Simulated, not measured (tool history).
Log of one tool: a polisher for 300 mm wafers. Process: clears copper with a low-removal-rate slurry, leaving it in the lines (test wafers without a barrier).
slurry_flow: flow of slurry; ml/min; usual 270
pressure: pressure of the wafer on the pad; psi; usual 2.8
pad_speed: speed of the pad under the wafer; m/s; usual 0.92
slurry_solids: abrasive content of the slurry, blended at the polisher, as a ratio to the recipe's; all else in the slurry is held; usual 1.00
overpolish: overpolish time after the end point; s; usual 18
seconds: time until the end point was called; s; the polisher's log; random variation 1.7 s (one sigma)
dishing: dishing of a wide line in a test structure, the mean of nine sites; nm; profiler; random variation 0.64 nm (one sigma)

run     day  slurry_flow  pressure  pad_speed  slurry_solids  overpolish  wafers since the last listed run  wafers polished on this pad  hours since the slurry nozzle was cleaned  hours since the head pressure was calibrated  hours since the slurry blender was calibrated  incoming thickness of the incoming film, nm  seconds  dishing
  1   0.000          270       2.8       0.92           1.00          18                                 0                          615                                      663.3                                         988.6                                          145.9                                        293.3    113.4     25.9
  2   0.617          270       2.8       0.92           1.00          18                               129                          745                                      678.1                                        1003.4                                          160.7                                        292.4    113.9     25.8
      0.992  -- worn pad replaced by a new one
  3   1.750          270       2.8       0.92           1.00          18                               203                          159                                      705.3                                        1030.6                                          187.9                                        290.8    111.8     24.7
      5.021  -- worn pad replaced by a new one
  4   5.933          270       2.8       0.92           1.00          18                               843                          191                                      805.7                                        1131.0                                          288.3                                        289.9    118.2     25.8
  5   7.271          270       2.8       0.92           1.00          18                               280                          472                                      837.8                                        1163.1                                          320.4                                        296.1    123.4     26.7
      7.912  -- head pressure recalibrated
  6   7.942          270       2.8       0.92           1.00          18                               123                          596                                      853.9                                           0.7                                          336.5                                        288.0    112.9     25.6
      8.579  -- worn pad replaced by a new one
      8.867  -- slurry nozzle cleaned
  7   9.296          270       2.8       0.92           1.00          18                               240                          142                                       10.3                                          33.2                                          369.0                                        290.9    118.4     25.5
      9.517  -- slurry blender recalibrated
  8  10.767          270       2.8       0.92           1.00          18                               291                          433                                       45.6                                          68.5                                           30.0                                        292.8    111.6     26.8
  9  11.283          205       2.8       0.92           1.00          21                               108                          542                                       58.0                                          80.9                                           42.4                                        287.9    113.5     29.4
 10  12.629          320       2.8       0.92           1.00          18                               282                          824                                       90.3                                         113.2                                           74.7                                        289.7    110.3     27.8
     12.962  -- worn pad replaced by a new one
 11  13.621          270       2.8       0.92           1.00          18                               173                          138                                      114.1                                         137.0                                           98.5                                        285.0    110.4     27.1
 12  14.933          270       2.8       0.92           1.00          18                               275                          414                                      145.6                                         168.5                                          130.0                                        293.3    116.1     26.7
 13  16.150          320       2.5       0.92           0.75          22                               255                          669                                      174.8                                         197.7                                          159.2                                        285.3    127.9     27.3
     16.475  -- worn pad replaced by a new one
 14  17.442          270       2.8       1.08           1.10           9                               236                          203                                      205.8                                         228.7                                          190.2                                        288.5     99.4     15.5
 15  18.783          270       2.8       0.66           1.00          24                               281                          485                                      238.0                                         260.9                                          222.4                                        284.5    144.9     26.0
 16  19.442          270       2.8       0.92           1.00          18                               138                          623                                      253.8                                         276.7                                          238.2                                        292.6    117.8     26.5

4 ways to go on from here, each from the tool as it stands after run 16. What would each give?
  A  19.462          270       2.8       0.92           1.00          18                                 4                          627                                      254.3                                         277.2                                          238.7                                        289.0        ?        ?
  B  19.462          270       2.0       0.92           1.00          22                                 4                          627                                      254.3                                         277.2                                          238.7                                        289.0        ?        ?
  C  19.462          215       2.3       0.64           1.20          18                                 4                          627                                      254.3                                         277.2                                          238.7                                        289.0        ?        ?
  D  19.462          270       2.8       0.92           1.10          28                                 4                          627                                      254.3                                         277.2                                          238.7                                        289.0        ?        ?

run  seconds  dishing
  A    115.1     26.5
  B    161.1     23.2
  C    184.5     17.3
  D    113.1     38.7
Without the tool's hidden state the same runs would have given:
run  seconds  dishing
  A    109.6     27.6
  B    153.4     24.2
  C    175.5     18.1
  D    107.7     40.2

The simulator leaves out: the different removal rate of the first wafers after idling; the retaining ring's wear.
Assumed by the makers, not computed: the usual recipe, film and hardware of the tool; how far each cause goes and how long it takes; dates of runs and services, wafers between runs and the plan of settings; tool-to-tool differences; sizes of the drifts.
